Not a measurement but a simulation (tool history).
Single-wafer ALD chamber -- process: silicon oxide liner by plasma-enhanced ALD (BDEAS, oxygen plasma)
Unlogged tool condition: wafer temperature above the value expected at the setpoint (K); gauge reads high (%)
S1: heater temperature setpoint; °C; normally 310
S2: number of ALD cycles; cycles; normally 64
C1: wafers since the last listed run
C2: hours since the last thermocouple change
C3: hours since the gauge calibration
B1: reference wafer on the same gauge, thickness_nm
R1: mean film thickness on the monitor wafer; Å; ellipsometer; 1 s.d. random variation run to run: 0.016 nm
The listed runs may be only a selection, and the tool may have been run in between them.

run      day   S1  S2    C1     C2      C3     B1     R1
  1    0.000  310  64     0  738.0  1835.9  5.913  62.21
  2    4.275  310  64   699  840.6  1938.5  5.911  61.92
       5.846  -- thermocouple changed; heater temperature recalibrated
  3    8.242  310  64   594   57.5  2033.7  5.910  62.26
  4   10.046  310  69   295  100.8  2077.0  5.912  67.26
  5   12.475  310  69   397  159.1  2135.3  5.911  66.69
  6   15.904  310  73   561  241.4  2217.6  5.912  71.32
  7   19.012  310  64   508  316.0  2292.2  5.910  62.12
  8   26.912  310  64  1293  505.6  2481.8  5.909  62.07
  9   29.392  310  64   405  565.1  2541.3  5.908  62.29
 10   33.267  310  64   634  658.1  2634.3  5.910  61.81
 11   35.558  310  64   375  713.1  2689.3  5.910  62.19
 12   39.946  310  64   718  818.4  2794.6  5.911  61.76
 13   41.596  310  64   270  858.0  2834.2  5.911  61.90
      43.408  -- thermocouple changed; heater temperature recalibrated
 14   52.754  310  64  1771  224.3  3102.0  5.910  62.84
 15   55.700  310  64   482  295.0  3172.7  5.909  63.13
 16   59.683  310  64   652  390.6  3268.3  5.909  62.67
 17   63.962  310  64   700  493.3  3371.0  5.908  63.03
 18   66.196  310  68   365  546.9  3424.6  5.910  66.98
 19   68.729  310  68   414  607.7  3485.4  5.909  66.75
      70.008  -- thermocouple changed; heater temperature recalibrated, repeated, since the last time left the tool worse
 20   75.250  310  68  1012  125.8  3641.9  5.911  66.16
 21   77.133  310  64   308  171.0  3687.1  5.910  62.28
 22   80.696  310  64   583  256.5  3772.6  5.909  62.35
 23   84.996  314  75   703  359.7  3875.8  5.911  72.73
 24   86.621  321  53   265  398.7  3914.8  5.907  50.73
 25   90.375  310  64   614  488.8  4004.9  5.909  62.21
 26   94.388  319  77   656  585.1  4101.2  5.910  73.57
 27   99.150  310  57   779  699.4  4215.5  5.913  55.27
     102.496  -- gauge calibrated
 28  103.704  299  71   745  808.7    29.0  5.907  69.93
 29  105.583  310  64   307  853.8    74.1  5.910  61.71
     106.317  -- thermocouple changed; heater temperature recalibrated
 30  107.775  321  64   304   35.0   126.7  5.909  61.11
 31  111.654  310  64   634  128.1   219.8  5.912  62.22
 32  114.779  318  56   511  203.1   294.8  5.911  53.79
 33  116.808  325  53   332  251.8   343.5  5.910  50.20
 34  121.154  297  54   711  356.1   447.8  5.909  53.80
 35  124.221  302  55   501  429.7   521.4  5.910  54.15
 36  128.396  310  64   683  529.9   621.6  5.912  61.91
 37  130.138  323  72   285  571.7   663.4  5.912  68.47

Estimate the outcome of run 38 from the log above:
 38  133.738  306  52  589  658.1  749.8   ?   ?

For run 38 the tool returned B1 5.910, R1 50.59 Å.
Without the tool's hidden state the same run would have given R1 50.83 Å.

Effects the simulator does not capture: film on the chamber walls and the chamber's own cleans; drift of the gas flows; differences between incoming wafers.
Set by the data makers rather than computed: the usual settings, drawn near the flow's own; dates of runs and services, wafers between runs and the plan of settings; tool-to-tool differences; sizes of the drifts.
